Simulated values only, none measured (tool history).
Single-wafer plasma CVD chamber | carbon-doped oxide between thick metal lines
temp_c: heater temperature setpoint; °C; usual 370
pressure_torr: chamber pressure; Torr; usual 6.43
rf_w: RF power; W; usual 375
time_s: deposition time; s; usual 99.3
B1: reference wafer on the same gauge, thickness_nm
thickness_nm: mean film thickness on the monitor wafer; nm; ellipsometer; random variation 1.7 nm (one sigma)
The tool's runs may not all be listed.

{"run": 1, "hour": 0.0, "temp_c": 370, "pressure_torr": 6.43, "rf_w": 375, "time_s": 99.3, "B1": 467.35, "thickness_nm": 431.013}
{"run": 2, "hour": 56.9, "temp_c": 370, "pressure_torr": 6.43, "rf_w": 400, "time_s": 83.6, "B1": 469.093, "thickness_nm": 386.481}
{"run": 3, "hour": 113.6, "temp_c": 370, "pressure_torr": 6.43, "rf_w": 400, "time_s": 83.6, "B1": 468.233, "thickness_nm": 383.804}
{"run": 4, "hour": 148.2, "temp_c": 370, "pressure_torr": 6.43, "rf_w": 375, "time_s": 99.3, "B1": 468.354, "thickness_nm": 431.676}
{"hour": 163.0, "done": "thermocouple changed; heater temperature recalibrated"}
{"run": 5, "hour": 189.5, "temp_c": 361, "pressure_torr": 6.96, "rf_w": 375, "time_s": 99.3, "B1": 468.235, "thickness_nm": 437.86}
{"run": 6, "hour": 217.8, "temp_c": 370, "pressure_torr": 5.15, "rf_w": 375, "time_s": 99.3, "B1": 467.573, "thickness_nm": 422.266}
{"run": 7, "hour": 242.2, "temp_c": 370, "pressure_torr": 6.43, "rf_w": 375, "time_s": 99.3, "B1": 467.678, "thickness_nm": 431.198}
{"run": 8, "hour": 304.7, "temp_c": 370, "pressure_torr": 6.43, "rf_w": 330, "time_s": 99.3, "B1": 468.83, "thickness_nm": 379.104}
{"run": 9, "hour": 355.0, "temp_c": 370, "pressure_torr": 7.53, "rf_w": 375, "time_s": 99.3, "B1": 467.448, "thickness_nm": 431.334}
{"run": 10, "hour": 397.3, "temp_c": 370, "pressure_torr": 6.43, "rf_w": 375, "time_s": 99.3, "B1": 467.734, "thickness_nm": 427.453}
{"run": 11, "hour": 490.0, "temp_c": 370, "pressure_torr": 6.43, "rf_w": 375, "time_s": 99.3, "B1": 467.43, "thickness_nm": 426.709}
{"run": 12, "hour": 535.5, "temp_c": 370, "pressure_torr": 8.02, "rf_w": 375, "time_s": 88.3, "B1": 467.301, "thickness_nm": 383.558}
{"hour": 564.3, "done": "capacitance manometer re-zeroed and calibrated"}
{"run": 13, "hour": 573.6, "temp_c": 370, "pressure_torr": 6.43, "rf_w": 375, "time_s": 99.3, "B1": 468.543, "thickness_nm": 425.807}
{"run": 14, "hour": 608.9, "temp_c": 370, "pressure_torr": 7.96, "rf_w": 375, "time_s": 99.3, "B1": 467.428, "thickness_nm": 430.183}
{"hour": 667.1, "done": "gauge calibrated"}
{"hour": 673.8, "done": "RF generator calibrated"}
{"run": 15, "hour": 676.3, "temp_c": 370, "pressure_torr": 6.43, "rf_w": 375, "time_s": 99.3, "B1": 468.034, "thickness_nm": 433.767}
{"run": 16, "hour": 706.9, "temp_c": 385, "pressure_torr": 7.86, "rf_w": 395, "time_s": 99.3, "B1": 468.358, "thickness_nm": 450.084}
{"hour": 732.0, "done": "showerhead replaced"}
{"run": 17, "hour": 742.2, "temp_c": 370, "pressure_torr": 6, "rf_w": 410, "time_s": 99.3, "B1": 468.205, "thickness_nm": 469.101}
{"run": 18, "hour": 770.8, "temp_c": 370, "pressure_torr": 4.96, "rf_w": 375, "time_s": 87.3, "B1": 467.478, "thickness_nm": 373.42}
{"run": 19, "hour": 830.3, "temp_c": 361, "pressure_torr": 6.43, "rf_w": 375, "time_s": 99.3, "B1": 468.161, "thickness_nm": 439.877}
{"run": 20, "hour": 854.5, "temp_c": 370, "pressure_torr": 6.43, "rf_w": 375, "time_s": 99.3, "B1": 468.087, "thickness_nm": 434.362}
{"run": 21, "hour": 887.2, "temp_c": 370, "pressure_torr": 6.43, "rf_w": 310, "time_s": 89.8, "B1": 466.965, "thickness_nm": 323.84}
{"run": 22, "hour": 924.6, "temp_c": 362, "pressure_torr": 7.81, "rf_w": 375, "time_s": 99.3, "B1": 468.21, "thickness_nm": 444.562}
{"run": 23, "hour": 966.4, "temp_c": 370, "pressure_torr": 6.43, "rf_w": 400, "time_s": 99.3, "B1": 467.591, "thickness_nm": 463.791}
{"run": 24, "hour": 1008.5, "temp_c": 370, "pressure_torr": 6.43, "rf_w": 375, "time_s": 99.3, "B1": 467.37, "thickness_nm": 433.153}
{"run": 25, "hour": 1062.6, "temp_c": 370, "pressure_torr": 6.43, "rf_w": 375, "time_s": 112.1, "B1": 467.71, "thickness_nm": 489.046}
{"run": 26, "hour": 1115.4, "temp_c": 370, "pressure_torr": 6.43, "rf_w": 420, "time_s": 99.3, "B1": 468.584, "thickness_nm": 479.706}
{"run": 27, "hour": 1180.9, "temp_c": 377, "pressure_torr": 5.71, "rf_w": 430, "time_s": 99.3, "B1": 467.749, "thickness_nm": 478.05}

5 ways to go on from here, each from the tool as it stands after run 27. What would each give?
{"run": "A", "hour": 1181.3, "temp_c": 370, "pressure_torr": 6.43, "rf_w": 375, "time_s": 83, "B1": "?", "thickness_nm": "?"}
{"run": "B", "hour": 1181.3, "temp_c": 366, "pressure_torr": 5.74, "rf_w": 425, "time_s": 104.6, "B1": "?", "thickness_nm": "?"}
{"run": "C", "hour": 1181.3, "temp_c": 361, "pressure_torr": 5.58, "rf_w": 375, "time_s": 99.3, "B1": "?", "thickness_nm": "?"}
{"run": "D", "hour": 1181.3, "temp_c": 370, "pressure_torr": 6.43, "rf_w": 375, "time_s": 113, "B1": "?", "thickness_nm": "?"}
{"run": "E", "hour": 1181.3, "temp_c": 363, "pressure_torr": 6.99, "rf_w": 415, "time_s": 106.4, "B1": "?", "thickness_nm": "?"}

run=A B1=468.055 thickness_nm=361.178
run=B B1=468.055 thickness_nm=509.616
run=C B1=468.055 thickness_nm=434.252
run=D B1=468.055 thickness_nm=490.879
run=E B1=468.055 thickness_nm=517.898
Without the tool's hidden state the same runs would have given:
run=A thickness_nm=364.826
run=B thickness_nm=514.547
run=C thickness_nm=438.639
run=D thickness_nm=495.837
run=E thickness_nm=522.909

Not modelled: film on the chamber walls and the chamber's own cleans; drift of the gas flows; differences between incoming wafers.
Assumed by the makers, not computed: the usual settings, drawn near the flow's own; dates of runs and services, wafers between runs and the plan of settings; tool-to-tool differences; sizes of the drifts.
